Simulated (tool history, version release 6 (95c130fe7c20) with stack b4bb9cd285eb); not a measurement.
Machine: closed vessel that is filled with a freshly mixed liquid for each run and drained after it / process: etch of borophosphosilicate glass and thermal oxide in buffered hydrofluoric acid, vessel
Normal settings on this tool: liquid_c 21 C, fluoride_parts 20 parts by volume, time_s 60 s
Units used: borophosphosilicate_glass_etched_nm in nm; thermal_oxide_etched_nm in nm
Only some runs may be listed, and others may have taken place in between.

run,day,liquid_c,fluoride_parts,time_s,wafers since the last listed run,hours since the thermometer was replaced,hours since the hydrofluoric acid flow meter was replaced,hours since the gauge calibration,"read-back film thickness of the borophosphosilicate glass reference wafer, read on the same gauge (nm)","read-back film thickness of the thermal oxide reference wafer, read on the same gauge (nm)",borophosphosilicate_glass_etched_nm,thermal_oxide_etched_nm
1,0,21,20,60,0,551,53.6,513.9,49.96,140.01,77.63,27.76
2,1.75,21,20,60,3953,593,95.6,555.9,50,140.01,76.87,27.77
3,3.483,21,20,60,3916,634.6,137.2,597.5,50.01,140.02,76.28,27.81
4,5.025,21,20,60,3483,671.6,174.2,634.5,50,139.96,76.91,27.68
5,6.517,21,20,60,3370,707.4,210,670.3,49.99,139.98,76.26,27.27
6,7.825,21,20,60,2955,738.8,241.4,701.7,49.99,140,76.05,27.27
7,8.833,22.5,20,60,2278,763,265.6,725.9,49.97,140,82.61,29.54
8,10.233,22.5,20,60,3163,796.6,299.2,759.5,50.04,139.98,82.37,29.51
9,11.583,21,16,60,3050,829,331.6,791.9,50.02,140.01,93.74,33.24
10,13.404,21,26,60,4113,872.7,375.3,835.6,50.02,140,62.84,22.49
11,14.625,18.5,14,40,2758,902,404.6,864.9,50.02,140.02,61.53,21.99
12,17.362,21,23,60,6184,967.7,470.3,930.6,50.01,140,68.12,24.66
13,19.4,21,20,60,4603,1016.6,519.2,979.5,50.01,139.99,74.5,26.73
# day 21.604: thermometer replaced
# day 22.412: hydrofluoric acid flow meter replaced
14,27.271,21,20,60,17594,136,116.6,1168.4,50.03,140.01,77.49,27.86
15,29.458,18.5,24.5,60,4942,188.5,169.1,1220.9,49.99,140,57.91,21.02
# day 29.946: gauge calibrated
16,30.775,17,23.5,85,2974,220.1,200.7,19.9,50.02,140.02,77.42,27.39
17,32.512,22.5,26.5,90,3925,261.8,242.4,61.6,50,139.97,101.87,37.2
18,35.517,21,20,45,6787,333.9,314.5,133.7,49.99,140.01,56.8,20.63
19,38.354,24,14.5,70,6410,402,382.6,201.8,50.01,139.97,141.36,50.05
20,40.046,21,20,60,3822,442.6,423.2,242.4,50.01,139.97,75.65,26.9
21,41.175,21,12,30,2551,469.7,450.3,269.5,49.98,139.97,61.2,22.17

Forecast each of these 3 alternatives for the next run:
A,41.204,21,16.5,60,65,470.4,451,270.2,?,?,?,?
B,41.204,17.5,20,30,65,470.4,451,270.2,?,?,?,?
C,41.204,21,17.5,60,65,470.4,451,270.2,?,?,?,?

run,"read-back film thickness of the borophosphosilicate glass reference wafer, read on the same gauge (nm)","read-back film thickness of the thermal oxide reference wafer, read on the same gauge (nm)",borophosphosilicate_glass_etched_nm,thermal_oxide_etched_nm
A,50.01,139.99,89.23,31.97
B,50.01,139.99,30.76,11.01
C,50.01,139.99,84.18,30.17
Stripped of hidden state, with their random variation kept, the same runs would have yielded:
run,borophosphosilicate_glass_etched_nm,thermal_oxide_etched_nm
A,93.54,33.51
B,31.8,11.37
C,88.25,31.62
